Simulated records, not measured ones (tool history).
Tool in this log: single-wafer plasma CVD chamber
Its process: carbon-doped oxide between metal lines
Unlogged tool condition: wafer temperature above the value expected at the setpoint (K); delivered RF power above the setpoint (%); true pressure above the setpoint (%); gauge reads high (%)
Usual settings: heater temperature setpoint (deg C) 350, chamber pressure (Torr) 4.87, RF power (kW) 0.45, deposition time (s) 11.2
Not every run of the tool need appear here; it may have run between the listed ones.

run    hour  heater temperature setpoint (deg C)  chamber pressure (Torr)  RF power (kW)  deposition time (s)  wafers since the last listed run  hours since the last thermocouple change  hours since the last RF generator calibration  hours since the last manometer calibration  hours since the showerhead was replaced  hours since the gauge calibration  read-back reference wafer on the same gauge, thickness_nm  mean film thickness on the monitor wafer (nm)
  1       0                                  342                     4.87           0.45                 11.2                                 0                                     943.6                                          816.4                                      1728.4                                   5335.8                             1206.6                                                     58.238                                         55.436
       50.8  -- RF generator calibrated
  2    57.4                                  342                     4.87           0.45                 11.2                              1474                                      1001                                            6.6                                      1785.8                                   5393.2                               1264                                                     58.236                                         56.373
  3   162.8                                  350                     4.87           0.45                 11.2                              3145                                    1106.4                                            112                                      1891.2                                   5498.6                             1369.4                                                     58.216                                         54.875
  4     241                                  350                     4.87           0.45                 11.2                              2333                                    1184.6                                          190.2                                      1969.4                                   5576.8                             1447.6                                                     58.153                                         54.796
  5   327.9                                  350                     4.87           0.45                 11.2                              2593                                    1271.5                                          277.1                                      2056.3                                   5663.7                             1534.5                                                     58.201                                         54.916
  6   383.6                                  350                     4.87           0.45                 11.2                              1662                                    1327.2                                          332.8                                        2112                                   5719.4                             1590.2                                                     58.228                                         54.769
  7     475                                  350                     4.87           0.45                 11.2                              2727                                    1418.6                                          424.2                                      2203.4                                   5810.8                             1681.6                                                     58.257                                          54.66
      505.8  -- gauge calibrated
  8   551.9                                  350                     4.87           0.45                 11.2                              2295                                    1495.5                                          501.1                                      2280.3                                   5887.7                               46.1                                                     58.227                                         54.643
  9   639.1                                  350                     4.87           0.45                 11.2                              2602                                    1582.7                                          588.3                                      2367.5                                   5974.9                              133.3                                                     58.156                                         54.838
      685.4  -- thermocouple changed; heater temperature recalibrated
 10   685.9                                  350                     4.87           0.45                 11.2                              1157                                       0.5                                          635.1                                      2414.3                                   6021.7                              180.1                                                      58.17                                          54.33
 11     756                                  361                     5.46           0.38                 10.2                              2092                                      70.6                                          705.2                                      2484.4                                   6091.8                              250.2                                                     58.175                                         45.679
 12   846.6                                  350                     4.87           0.45                 11.2                              2703                                     161.2                                          795.8                                        2575                                   6182.4                              340.8                                                     58.162                                         53.571
      948.7  -- showerhead replaced
      950.8  -- capacitance manometer re-zeroed and calibrated
 13   951.2                                  337                     4.25          0.525                  9.5                              2819                                     265.8                                          900.4                                         0.4                                      2.5                              445.4                                                     58.174                                         49.572
 14  1020.9                                  350                     4.87           0.45                 11.2                              2080                                     335.5                                          970.1                                        70.1                                     72.2                              515.1                                                     58.251                                         53.946
 15  1077.4                                  363                     4.87          0.375                 13.4                              1686                                       392                                         1026.6                                       126.6                                    128.7                              571.6                                                      58.21                                         58.413
     1097.2  -- RF generator calibrated
 16  1159.6                                  350                     4.87           0.45                 11.2                              2214                                     474.2                                           62.4                                       208.8                                    210.9                              653.8                                                     58.194                                           54.8

Predict the results of run 17:
 17  1230                                  362                      5.8           0.45                  9.3                              2101                                     544.6                                          132.8                                       279.2                                    281.3                              724.2                                                          ?                                              ?

{"run 17": {"read-back reference wafer on the same gauge, thickness_nm": 58.238, "mean film thickness on the monitor wafer (nm)": 44.838}}
If the tool had no hidden condition, the same run with the same run-to-run variation would have returned mean film thickness on the monitor wafer (nm) 45.082.

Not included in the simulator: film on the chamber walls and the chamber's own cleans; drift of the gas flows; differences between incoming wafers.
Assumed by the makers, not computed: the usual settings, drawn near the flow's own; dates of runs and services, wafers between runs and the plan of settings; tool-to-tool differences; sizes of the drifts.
